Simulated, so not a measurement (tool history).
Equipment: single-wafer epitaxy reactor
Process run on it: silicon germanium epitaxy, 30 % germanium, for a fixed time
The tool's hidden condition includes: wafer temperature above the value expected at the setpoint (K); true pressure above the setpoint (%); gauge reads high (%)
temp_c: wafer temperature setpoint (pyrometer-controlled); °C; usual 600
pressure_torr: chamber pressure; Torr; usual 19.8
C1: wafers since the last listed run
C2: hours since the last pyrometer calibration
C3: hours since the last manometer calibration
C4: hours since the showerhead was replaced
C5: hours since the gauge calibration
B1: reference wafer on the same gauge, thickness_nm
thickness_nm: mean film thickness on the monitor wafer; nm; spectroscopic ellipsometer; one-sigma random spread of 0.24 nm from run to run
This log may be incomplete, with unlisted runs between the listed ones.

run 1 hour=0 | temp_c=600 pressure_torr=19.8 | C1=0 C2=1628.8 C3=628.5 C4=7449.4 C5=804.1 | B1=63.991 | thickness_nm=52.454
-- hour=7.7 gauge calibrated
run 2 hour=62.3 | temp_c=600 pressure_torr=19.8 | C1=1603 C2=1691.1 C3=690.8 C4=7511.7 C5=54.6 | B1=64.015 | thickness_nm=52.194
run 3 hour=160.3 | temp_c=600 pressure_torr=21.1 | C1=2521 C2=1789.1 C3=788.8 C4=7609.7 C5=152.6 | B1=63.982 | thickness_nm=53.869
run 4 hour=263.5 | temp_c=600 pressure_torr=16.7 | C1=2655 C2=1892.3 C3=892 C4=7712.9 C5=255.8 | B1=64 | thickness_nm=49.086
run 5 hour=315.9 | temp_c=600 pressure_torr=16.7 | C1=1348 C2=1944.7 C3=944.4 C4=7765.3 C5=308.2 | B1=63.979 | thickness_nm=49.137
-- hour=378.4 capacitance manometer re-zeroed and calibrated
run 6 hour=378.9 | temp_c=600 pressure_torr=16.7 | C1=1415 C2=2007.7 C3=0.5 C4=7828.3 C5=371.2 | B1=64.007 | thickness_nm=50.268
run 7 hour=430.9 | temp_c=600 pressure_torr=19.8 | C1=1338 C2=2059.7 C3=52.5 C4=7880.3 C5=423.2 | B1=64.009 | thickness_nm=53.17
run 8 hour=529.9 | temp_c=600 pressure_torr=19.8 | C1=2547 C2=2158.7 C3=151.5 C4=7979.3 C5=522.2 | B1=63.95 | thickness_nm=53.222
run 9 hour=570.6 | temp_c=600 pressure_torr=19.8 | C1=1047 C2=2199.4 C3=192.2 C4=8020 C5=562.9 | B1=64.032 | thickness_nm=52.842
-- hour=622.5 showerhead replaced, of another model than before
run 10 hour=626.7 | temp_c=600 pressure_torr=19.8 | C1=1237 C2=2255.5 C3=248.3 C4=4.2 C5=619 | B1=63.994 | thickness_nm=52.438
run 11 hour=665.2 | temp_c=600 pressure_torr=19.8 | C1=990 C2=2294 C3=286.8 C4=42.7 C5=657.5 | B1=64.041 | thickness_nm=52.021
run 12 hour=706.9 | temp_c=600 pressure_torr=18.2 | C1=1073 C2=2335.7 C3=328.5 C4=84.4 C5=699.2 | B1=64.013 | thickness_nm=49.463
run 13 hour=761 | temp_c=600 pressure_torr=19.8 | C1=1392 C2=2389.8 C3=382.6 C4=138.5 C5=753.3 | B1=64.031 | thickness_nm=51.615
run 14 hour=851 | temp_c=613 pressure_torr=17.9 | C1=2315 C2=2479.8 C3=472.6 C4=228.5 C5=843.3 | B1=64.022 | thickness_nm=62.311
-- hour=888.4 pyrometer calibrated
-- hour=892.8 gauge calibrated
run 15 hour=942 | temp_c=608 pressure_torr=23.4 | C1=2135 C2=53.6 C3=563.6 C4=319.5 C5=49.2 | B1=64.005 | thickness_nm=66.063
run 16 hour=978.6 | temp_c=600 pressure_torr=19.8 | C1=941 C2=90.2 C3=600.2 C4=356.1 C5=85.8 | B1=63.946 | thickness_nm=51.062
run 17 hour=1044.6 | temp_c=600 pressure_torr=21.1 | C1=1698 C2=156.2 C3=666.2 C4=422.1 C5=151.8 | B1=63.969 | thickness_nm=53.129
run 18 hour=1151.4 | temp_c=612 pressure_torr=17.8 | C1=2748 C2=263 C3=773 C4=528.9 C5=258.6 | B1=64.032 | thickness_nm=60.209
run 19 hour=1192.7 | temp_c=593 pressure_torr=21.3 | C1=1062 C2=304.3 C3=814.3 C4=570.2 C5=299.9 | B1=63.989 | thickness_nm=46.705
-- hour=1236.4 capacitance manometer re-zeroed and calibrated
run 20 hour=1239 | temp_c=604 pressure_torr=15.2 | C1=985 C2=350.6 C3=2.6 C4=616.5 C5=346.2 | B1=64.026 | thickness_nm=49.139

Hidden state at the last listed run before each entry between runs and at the first one after, where it differs:
After run 1, before run 2: gauge calibrated (hour 7.7)
  true pressure above the setpoint (%): -7.32 -> -7.53
  measured result minus the result with no hidden state, thickness_nm: -1.457 -> -1.495 nm
After run 5, before run 6: capacitance manometer re-zeroed and calibrated (hour 378.4)
  true pressure above the setpoint (%): -8.09 -> -0.519
  measured result minus the result with no hidden state, thickness_nm: -1.516 -> -0.095 nm
After run 9, before run 10: showerhead replaced, of another model than before (hour 622.5)
  true pressure above the setpoint (%): -4.23 -> -4.97
  measured result minus the result with no hidden state, thickness_nm: -0.833 -> -1.658 nm
After run 14, before run 15: pyrometer calibrated (hour 888.4); gauge calibrated (hour 892.8)
  true pressure above the setpoint (%): -6.93 -> -7.41
  measured result minus the result with no hidden state, thickness_nm: -2.807 -> -3.202 nm
After run 19, before run 20: capacitance manometer re-zeroed and calibrated (hour 1236.4)
  true pressure above the setpoint (%): -8.22 -> 0.379
  measured result minus the result with no hidden state, thickness_nm: -2.535 -> +0.112 nm

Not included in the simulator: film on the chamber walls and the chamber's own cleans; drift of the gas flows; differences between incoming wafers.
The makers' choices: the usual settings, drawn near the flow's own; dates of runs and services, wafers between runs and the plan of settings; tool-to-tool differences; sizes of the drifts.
